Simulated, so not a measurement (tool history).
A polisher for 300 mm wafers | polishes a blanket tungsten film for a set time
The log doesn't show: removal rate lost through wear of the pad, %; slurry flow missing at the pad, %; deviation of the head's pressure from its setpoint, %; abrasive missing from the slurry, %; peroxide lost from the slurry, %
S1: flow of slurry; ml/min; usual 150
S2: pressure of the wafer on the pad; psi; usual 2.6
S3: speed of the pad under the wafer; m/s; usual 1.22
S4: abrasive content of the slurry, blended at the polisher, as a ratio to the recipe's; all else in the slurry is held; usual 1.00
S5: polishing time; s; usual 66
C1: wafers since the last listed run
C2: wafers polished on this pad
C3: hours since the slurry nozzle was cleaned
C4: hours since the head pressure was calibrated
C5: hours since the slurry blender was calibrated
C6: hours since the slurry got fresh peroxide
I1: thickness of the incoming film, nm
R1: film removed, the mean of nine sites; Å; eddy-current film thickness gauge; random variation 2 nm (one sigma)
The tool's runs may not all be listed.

Run 1, hour 0.0: usual settings but S1 110 ml/min; C1 0; C2 3975; C3 231.6; C4 549.9; C5 264.7; C6 355.0; I1 1395.0. Result: R1 2181 Å.
At hour 44.3: worn pad replaced by a new one, of another model than before.
Run 2, hour 49.7: usual settings but S1 110 ml/min; C1 464; C2 55; C3 281.3; C4 599.6; C5 314.4; C6 404.7; I1 1385.2. Result: R1 2190 Å.
At hour 57.3: slurry tank refilled with fresh slurry and peroxide.
At hour 85.2: head pressure recalibrated.
At hour 115.8: slurry blender recalibrated.
Run 3, hour 126.4: usual settings; C1 729; C2 784; C3 358.0; C4 41.2; C5 10.6; C6 69.1; I1 1389.9. Result: R1 2606 Å.
At hour 143.4: slurry nozzle cleaned.
Run 4, hour 186.5: usual settings; C1 601; C2 1385; C3 43.1; C4 101.3; C5 70.7; C6 129.2; I1 1391.4. Result: R1 2576 Å.
Run 5, hour 293.7: usual settings; C1 1090; C2 2476; C3 150.3; C4 208.5; C5 177.9; C6 236.4; I1 1379.4. Result: R1 2550 Å.
Run 6, hour 359.4: usual settings; C1 668; C2 3144; C3 216.0; C4 274.2; C5 243.6; C6 302.1; I1 1413.5. Result: R1 2537 Å.
At hour 411.7: worn pad replaced by a new one.
Run 7, hour 424.4: usual settings; C1 620; C2 129; C3 281.0; C4 339.2; C5 308.6; C6 367.1; I1 1400.7. Result: R1 2531 Å.
Run 8, hour 488.0: usual settings; C1 646; C2 776; C3 344.6; C4 402.8; C5 372.2; C6 430.7; I1 1388.6. Result: R1 2521 Å.
At hour 514.6: slurry tank refilled with fresh slurry and peroxide.
At hour 528.3: slurry blender recalibrated.
At hour 571.5: slurry nozzle cleaned.
Run 9, hour 588.1: usual settings; C1 977; C2 1753; C3 16.6; C4 502.9; C5 59.8; C6 73.5; I1 1398.5. Result: R1 2432 Å.
At hour 612.1: head pressure recalibrated.
Run 10, hour 639.0: usual settings; C1 497; C2 2251; C3 67.5; C4 26.9; C5 110.7; C6 124.4; I1 1411.7. Result: R1 2544 Å.
Run 11, hour 685.8: usual settings; C1 476; C2 2727; C3 114.3; C4 73.7; C5 157.5; C6 171.2; I1 1400.4. Result: R1 2591 Å.
Run 12, hour 767.6: usual settings but S4 1.20; C1 832; C2 3559; C3 196.1; C4 155.5; C5 239.3; C6 253.0; I1 1408.7. Result: R1 2700 Å.
At hour 804.4: worn pad replaced by a new one.
Run 13, hour 829.7: usual settings but S4 1.20; C1 590; C2 257; C3 258.2; C4 217.6; C5 301.4; C6 315.1; I1 1391.9. Result: R1 2672 Å.
Run 14, hour 915.7: usual settings but S1 110 ml/min; C1 874; C2 1132; C3 344.2; C4 303.6; C5 387.4; C6 401.1; I1 1376.2. Result: R1 2307 Å.
Run 15, hour 970.1: usual settings but S3 1.56 m/s, S5 83 s; C1 553; C2 1685; C3 398.6; C4 358.0; C5 441.8; C6 455.5; I1 1417.1. Result: R1 3797 Å.
At hour 971.4: slurry tank refilled with fresh slurry and peroxide.
At hour 983.6: slurry blender recalibrated.
At hour 998.5: slurry nozzle cleaned.
Run 16, hour 1029.6: usual settings but S1 185 ml/min; C1 564; C2 2250; C3 31.1; C4 417.5; C5 46.0; C6 58.2; I1 1404.4. Result: R1 2637 Å.
Run 17, hour 1068.4: usual settings but S1 165 ml/min, S2 2.9 psi; C1 394; C2 2645; C3 69.9; C4 456.3; C5 84.8; C6 97.0; I1 1398.5. Result: R1 2713 Å.
At hour 1119.4: head pressure recalibrated.
Run 18, hour 1119.9: usual settings but S1 185 ml/min; C1 503; C2 3148; C3 121.4; C4 0.5; C5 136.3; C6 148.5; I1 1390.9. Result: R1 2685 Å.
At hour 1162.9: worn pad replaced by a new one.
Run 19, hour 1163.4: usual settings but S1 110 ml/min, S5 45 s; C1 401; C2 5; C3 164.9; C4 44.0; C5 179.8; C6 192.0; I1 1396.9. Result: R1 1594 Å.
Run 20, hour 1195.6: usual settings but S1 200 ml/min, S4 0.90, S5 54 s; C1 327; C2 332; C3 197.1; C4 76.2; C5 212.0; C6 224.2; I1 1386.9. Result: R1 2146 Å.
Run 21, hour 1279.5: usual settings but S2 3.4 psi, S3 0.88 m/s; C1 853; C2 1186; C3 281.0; C4 160.1; C5 295.9; C6 308.1; I1 1371.2. Result: R1 2412 Å.
Run 22, hour 1325.7: usual settings but S1 165 ml/min, S5 55 s; C1 469; C2 1656; C3 327.2; C4 206.3; C5 342.1; C6 354.3; I1 1399.0. Result: R1 2198 Å.
At hour 1347.5: slurry tank refilled with fresh slurry and peroxide.
At hour 1365.1: slurry nozzle cleaned.
Run 23, hour 1368.0: usual settings; C1 409; C2 2066; C3 2.9; C4 248.6; C5 384.4; C6 20.5; I1 1380.4. Result: R1 2564 Å.
At hour 1418.8: slurry blender recalibrated.
Run 24, hour 1430.9: usual settings; C1 619; C2 2685; C3 65.8; C4 311.5; C5 12.1; C6 83.4; I1 1372.1. Result: R1 2560 Å.
Run 25, hour 1495.9: usual settings but S1 185 ml/min, S3 1.50 m/s, S4 0.85; C1 661; C2 3346; C3 130.8; C4 376.5; C5 77.1; C6 148.4; I1 1386.0. Result: R1 2949 Å.
Run 26, hour 1584.7: usual settings; C1 903; C2 4249; C3 219.6; C4 465.3; C5 165.9; C6 237.2; I1 1385.6. Result: R1 2449 Å.

Forecast each of these 4 alternatives for the next run:
Run A, hour 1585.1: usual settings; C1 4; C2 4254; C3 220.0; C4 465.7; C5 166.3; C6 237.6; I1 1389.6. Result: R1 ?.
Run B, hour 1585.1: usual settings but S4 0.70; C1 4; C2 4254; C3 220.0; C4 465.7; C5 166.3; C6 237.6; I1 1389.6. Result: R1 ?.
Run C, hour 1585.1: usual settings but S1 165 ml/min, S2 2.0 psi; C1 4; C2 4254; C3 220.0; C4 465.7; C5 166.3; C6 237.6; I1 1389.6. Result: R1 ?.
Run D, hour 1585.1: usual settings but S3 1.32 m/s; C1 4; C2 4254; C3 220.0; C4 465.7; C5 166.3; C6 237.6; I1 1389.6. Result: R1 ?.

run    R1
  A  2485
  B  2268
  C  2199
  D  2635
Without the tool's hidden state the same runs would have given:
run    R1
  A  2591
  B  2365
  C  2292
  D  2747

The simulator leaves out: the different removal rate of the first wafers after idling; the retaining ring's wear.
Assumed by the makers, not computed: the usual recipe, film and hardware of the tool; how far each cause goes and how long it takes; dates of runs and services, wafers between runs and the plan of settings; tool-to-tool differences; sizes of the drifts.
